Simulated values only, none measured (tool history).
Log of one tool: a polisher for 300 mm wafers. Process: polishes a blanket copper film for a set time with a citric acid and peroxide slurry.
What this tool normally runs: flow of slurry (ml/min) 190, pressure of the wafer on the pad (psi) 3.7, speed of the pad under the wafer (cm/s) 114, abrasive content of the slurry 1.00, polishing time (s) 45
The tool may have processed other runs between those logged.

run,hour,flow of slurry (ml/min),pressure of the wafer on the pad (psi),speed of the pad under the wafer (cm/s),abrasive content of the slurry,polishing time (s),"incoming thickness of the incoming film, nm",film removed (Å)
1,0.0,190,3.7,114,1.00,45,855.3,1743
2,34.9,190,3.7,114,1.00,45,834.9,1773
3,96.2,190,3.7,114,1.00,45,845.4,1724
4,137.5,190,3.7,114,1.00,45,864.5,1754
# hour 151.7: worn pad replaced by a new one
5,172.6,190,3.7,114,1.00,45,849.1,1716
6,239.7,190,3.7,114,1.00,45,843.9,1752
7,301.0,190,3.7,114,1.00,45,860.0,1755
# hour 407.2: slurry nozzle cleaned
# hour 466.8: slurry blender recalibrated
8,500.6,190,2.8,114,1.00,45,840.7,1289
9,698.7,190,4.7,82,1.00,35,841.1,1194
# hour 702.8: worn pad replaced by a new one
10,745.6,190,3.2,114,1.00,45,863.2,1475
11,812.2,190,3.7,114,1.00,45,854.8,1643
12,867.7,135,3.7,114,1.00,45,840.5,1525
13,892.1,135,3.7,114,1.15,45,845.1,1590
# hour 967.1: slurry nozzle cleaned
# hour 1083.4: slurry blender recalibrated
14,1106.3,190,3.7,114,1.00,38,833.2,1307
15,1145.0,245,4.8,114,1.10,34,840.0,1589
# hour 1155.7: head pressure recalibrated
16,1181.8,230,3.7,148,1.00,45,844.9,2259
17,1211.3,190,3.7,114,1.00,45,860.3,1753
# hour 1251.5: worn pad replaced by a new one
18,1274.3,190,3.7,114,1.00,45,838.7,1742
19,1348.6,210,3.7,114,0.70,45,837.9,1534
20,1387.4,165,3.7,80,1.00,56,849.6,1501
21,1419.1,190,3.7,138,1.00,56,848.6,2586
22,1444.0,255,3.7,86,1.00,45,858.0,1347
23,1504.8,190,3.7,114,1.00,45,847.5,1776
24,1545.2,190,3.7,114,1.00,45,834.0,1737
# hour 1554.9: slurry nozzle cleaned
25,1603.1,190,3.7,114,1.00,45,855.8,1746
# hour 1607.1: slurry blender recalibrated
26,1666.4,190,3.7,114,1.15,45,860.0,1806
27,1724.2,160,3.7,114,1.00,45,839.8,1619
28,1749.1,190,3.2,114,1.00,45,855.3,1495
29,1787.8,190,3.7,114,1.00,45,853.8,1676
30,1818.9,225,4.6,114,1.00,33,862.0,1567
31,1851.8,190,4.5,114,0.75,45,850.0,1798

Give the tool's hidden conditions for every run:
removal rate lost through wear of the pad, %: 0 across all the runs
slurry flow missing at the pad, %: 0 across all the runs
abrasive missing from the slurry, %: 0 across all the runs
H1: deviation of the head's pressure from its setpoint, %
run,H1
1,-0.43
2,-0.485
3,-0.634
4,-0.771
5,-0.912
6,-1.24
7,-1.61
8,-3.29
9,-5.65
10,-6.31
11,-7.31
12,-8.21
13,-8.62
14,-12.7
15,-13.5
16,-1.79
17,-1.82
18,-1.91
19,-2.12
20,-2.26
21,-2.4
22,-2.53
23,-2.87
24,-3.14
25,-3.57
26,-4.11
27,-4.66
28,-4.92
29,-5.34
30,-5.7
31,-6.09

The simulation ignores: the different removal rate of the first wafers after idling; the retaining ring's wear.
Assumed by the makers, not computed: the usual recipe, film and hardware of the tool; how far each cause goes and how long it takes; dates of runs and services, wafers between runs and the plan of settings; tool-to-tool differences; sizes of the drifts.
